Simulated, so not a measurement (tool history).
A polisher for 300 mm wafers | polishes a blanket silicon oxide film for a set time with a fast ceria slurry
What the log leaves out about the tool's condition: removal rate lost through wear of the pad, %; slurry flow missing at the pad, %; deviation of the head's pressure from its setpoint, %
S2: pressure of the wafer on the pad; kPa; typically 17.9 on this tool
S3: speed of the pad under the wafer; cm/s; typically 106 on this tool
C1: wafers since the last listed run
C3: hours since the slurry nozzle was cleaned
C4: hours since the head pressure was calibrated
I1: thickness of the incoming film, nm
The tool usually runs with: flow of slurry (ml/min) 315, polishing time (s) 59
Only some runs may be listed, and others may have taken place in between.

{"run": 1, "day": 0.0, "flow of slurry (ml/min)": 315, "S2": 17.9, "S3": 106, "polishing time (s)": 59, "C1": 0, "wafers polished on this pad": 1069, "C3": 480.7, "C4": 139.3, "I1": 2568.7, "film removed (angstrom)": 7369}
{"run": 2, "day": 4.0, "flow of slurry (ml/min)": 315, "S2": 17.9, "S3": 106, "polishing time (s)": 59, "C1": 1176, "wafers polished on this pad": 2246, "C3": 576.7, "C4": 235.3, "I1": 2528.8, "film removed (angstrom)": 7422}
{"run": 3, "day": 5.088, "flow of slurry (ml/min)": 315, "S2": 17.9, "S3": 106, "polishing time (s)": 59, "C1": 319, "wafers polished on this pad": 2565, "C3": 602.8, "C4": 261.4, "I1": 2585.2, "film removed (angstrom)": 7232}
{"run": 4, "day": 5.779, "flow of slurry (ml/min)": 315, "S2": 17.9, "S3": 106, "polishing time (s)": 59, "C1": 203, "wafers polished on this pad": 2769, "C3": 619.4, "C4": 278.0, "I1": 2548.5, "film removed (angstrom)": 7337}
{"run": 5, "day": 6.475, "flow of slurry (ml/min)": 315, "S2": 17.9, "S3": 106, "polishing time (s)": 59, "C1": 204, "wafers polished on this pad": 2974, "C3": 636.1, "C4": 294.7, "I1": 2553.7, "film removed (angstrom)": 7268}
{"run": 6, "day": 7.6, "flow of slurry (ml/min)": 315, "S2": 17.9, "S3": 106, "polishing time (s)": 59, "C1": 330, "wafers polished on this pad": 3304, "C3": 663.1, "C4": 321.7, "I1": 2575.2, "film removed (angstrom)": 7297}
{"day": 8.15, "done": "worn pad replaced by a new one"}
{"run": 7, "day": 9.788, "flow of slurry (ml/min)": 315, "S2": 17.9, "S3": 106, "polishing time (s)": 59, "C1": 594, "wafers polished on this pad": 481, "C3": 715.6, "C4": 374.2, "I1": 2563.6, "film removed (angstrom)": 7360}
{"run": 8, "day": 10.571, "flow of slurry (ml/min)": 315, "S2": 17.9, "S3": 106, "polishing time (s)": 59, "C1": 230, "wafers polished on this pad": 711, "C3": 734.4, "C4": 393.0, "I1": 2544.9, "film removed (angstrom)": 7155}
{"run": 9, "day": 11.175, "flow of slurry (ml/min)": 315, "S2": 17.9, "S3": 106, "polishing time (s)": 59, "C1": 177, "wafers polished on this pad": 889, "C3": 748.9, "C4": 407.5, "I1": 2545.2, "film removed (angstrom)": 7043}
{"day": 13.829, "done": "head pressure recalibrated"}
{"run": 10, "day": 15.379, "flow of slurry (ml/min)": 315, "S2": 17.9, "S3": 106, "polishing time (s)": 59, "C1": 1211, "wafers polished on this pad": 2101, "C3": 849.8, "C4": 37.2, "I1": 2586.3, "film removed (angstrom)": 7406}
{"run": 11, "day": 17.521, "flow of slurry (ml/min)": 315, "S2": 17.9, "S3": 106, "polishing time (s)": 59, "C1": 629, "wafers polished on this pad": 2731, "C3": 901.2, "C4": 88.6, "I1": 2608.9, "film removed (angstrom)": 7612}
{"day": 17.792, "done": "slurry nozzle cleaned"}
{"run": 12, "day": 18.138, "flow of slurry (ml/min)": 315, "S2": 17.9, "S3": 106, "polishing time (s)": 59, "C1": 169, "wafers polished on this pad": 2900, "C3": 8.3, "C4": 103.4, "I1": 2574.5, "film removed (angstrom)": 7612}
{"run": 13, "day": 19.054, "flow of slurry (ml/min)": 315, "S2": 17.9, "S3": 106, "polishing time (s)": 59, "C1": 269, "wafers polished on this pad": 3169, "C3": 30.3, "C4": 125.4, "I1": 2525.9, "film removed (angstrom)": 7378}
{"day": 19.838, "done": "worn pad replaced by a new one"}
{"run": 14, "day": 22.325, "flow of slurry (ml/min)": 315, "S2": 17.9, "S3": 106, "polishing time (s)": 69, "C1": 912, "wafers polished on this pad": 731, "C3": 108.8, "C4": 203.9, "I1": 2520.4, "film removed (angstrom)": 8787}
{"run": 15, "day": 23.638, "flow of slurry (ml/min)": 260, "S2": 15.9, "S3": 78, "polishing time (s)": 59, "C1": 385, "wafers polished on this pad": 1117, "C3": 140.3, "C4": 235.4, "I1": 2527.7, "film removed (angstrom)": 4934}
{"run": 16, "day": 24.688, "flow of slurry (ml/min)": 245, "S2": 12.4, "S3": 106, "polishing time (s)": 76, "C1": 308, "wafers polished on this pad": 1426, "C3": 165.5, "C4": 260.6, "I1": 2576.9, "film removed (angstrom)": 7139}
{"run": 17, "day": 25.362, "flow of slurry (ml/min)": 225, "S2": 24.1, "S3": 106, "polishing time (s)": 65, "C1": 198, "wafers polished on this pad": 1624, "C3": 181.7, "C4": 276.8, "I1": 2539.2, "film removed (angstrom)": 9491}
{"run": 18, "day": 28.438, "flow of slurry (ml/min)": 315, "S2": 17.9, "S3": 82, "polishing time (s)": 59, "C1": 904, "wafers polished on this pad": 2529, "C3": 255.5, "C4": 350.6, "I1": 2550.6, "film removed (angstrom)": 5498}
{"run": 19, "day": 29.129, "flow of slurry (ml/min)": 315, "S2": 17.9, "S3": 144, "polishing time (s)": 50, "C1": 203, "wafers polished on this pad": 2732, "C3": 272.1, "C4": 367.2, "I1": 2548.0, "film removed (angstrom)": 8202}
{"run": 20, "day": 30.554, "flow of slurry (ml/min)": 285, "S2": 14.5, "S3": 122, "polishing time (s)": 44, "C1": 419, "wafers polished on this pad": 3151, "C3": 306.3, "C4": 401.4, "I1": 2526.9, "film removed (angstrom)": 5218}
{"run": 21, "day": 31.862, "flow of slurry (ml/min)": 315, "S2": 15.2, "S3": 84, "polishing time (s)": 59, "C1": 384, "wafers polished on this pad": 3536, "C3": 337.7, "C4": 432.8, "I1": 2560.8, "film removed (angstrom)": 4990}
{"run": 22, "day": 32.683, "flow of slurry (ml/min)": 315, "S2": 11.7, "S3": 142, "polishing time (s)": 41, "C1": 241, "wafers polished on this pad": 3777, "C3": 357.4, "C4": 452.5, "I1": 2581.0, "film removed (angstrom)": 5014}
{"day": 33.412, "done": "worn pad replaced by a new one"}
{"run": 23, "day": 33.433, "flow of slurry (ml/min)": 315, "S2": 17.9, "S3": 106, "polishing time (s)": 59, "C1": 171, "wafers polished on this pad": 5, "C3": 375.4, "C4": 470.5, "I1": 2573.7, "film removed (angstrom)": 6965}
{"run": 24, "day": 33.958, "flow of slurry (ml/min)": 315, "S2": 14.5, "S3": 106, "polishing time (s)": 59, "C1": 154, "wafers polished on this pad": 159, "C3": 388.0, "C4": 483.1, "I1": 2544.6, "film removed (angstrom)": 6088}
{"run": 25, "day": 35.304, "flow of slurry (ml/min)": 315, "S2": 16.5, "S3": 84, "polishing time (s)": 59, "C1": 395, "wafers polished on this pad": 555, "C3": 420.3, "C4": 515.4, "I1": 2527.2, "film removed (angstrom)": 5258}
{"run": 26, "day": 36.192, "flow of slurry (ml/min)": 410, "S2": 17.9, "S3": 106, "polishing time (s)": 59, "C1": 260, "wafers polished on this pad": 816, "C3": 441.6, "C4": 536.7, "I1": 2563.8, "film removed (angstrom)": 6951}
{"run": 27, "day": 37.0, "flow of slurry (ml/min)": 315, "S2": 16.5, "S3": 84, "polishing time (s)": 59, "C1": 237, "wafers polished on this pad": 1054, "C3": 461.0, "C4": 556.1, "I1": 2556.1, "film removed (angstrom)": 5075}
{"run": 28, "day": 38.312, "flow of slurry (ml/min)": 380, "S2": 11.7, "S3": 74, "polishing time (s)": 46, "C1": 385, "wafers polished on this pad": 1440, "C3": 492.5, "C4": 587.6, "I1": 2574.2, "film removed (angstrom)": 2789}
{"day": 39.2, "done": "head pressure recalibrated"}
{"run": 29, "day": 39.221, "flow of slurry (ml/min)": 315, "S2": 12.4, "S3": 106, "polishing time (s)": 45, "C1": 242, "wafers polished on this pad": 1683, "C3": 514.3, "C4": 0.5, "I1": 2576.9, "film removed (angstrom)": 4551}
{"run": 30, "day": 41.938, "flow of slurry (ml/min)": 315, "S2": 17.9, "S3": 106, "polishing time (s)": 59, "C1": 798, "wafers polished on this pad": 2481, "C3": 579.5, "C4": 65.7, "I1": 2588.7, "film removed (angstrom)": 7532}
{"run": 31, "day": 42.838, "flow of slurry (ml/min)": 315, "S2": 20.7, "S3": 126, "polishing time (s)": 67, "C1": 264, "wafers polished on this pad": 2746, "C3": 601.1, "C4": 87.3, "I1": 2588.8, "film removed (angstrom)": 11324}
{"run": 32, "day": 43.867, "flow of slurry (ml/min)": 255, "S2": 17.9, "S3": 82, "polishing time (s)": 59, "C1": 302, "wafers polished on this pad": 3049, "C3": 625.8, "C4": 112.0, "I1": 2626.6, "film removed (angstrom)": 5732}
{"day": 44.388, "done": "worn pad replaced by a new one"}
{"run": 33, "day": 45.054, "flow of slurry (ml/min)": 315, "S2": 17.9, "S3": 106, "polishing time (s)": 59, "C1": 300, "wafers polished on this pad": 195, "C3": 654.3, "C4": 140.5, "I1": 2525.8, "film removed (angstrom)": 7399}

What will run 34 give?
{"run": 34, "day": 48.404, "flow of slurry (ml/min)": 315, "S2": 14.5, "S3": 144, "polishing time (s)": 59, "C1": 985, "wafers polished on this pad": 1180, "C3": 734.7, "C4": 220.9, "I1": 2548.4, "film removed (angstrom)": "?"}

{"run 34": {"film removed (angstrom)": 8721}}
Were there no unlogged condition in the tool, this run, its random variation unchanged, would have produced film removed (angstrom) 8822.
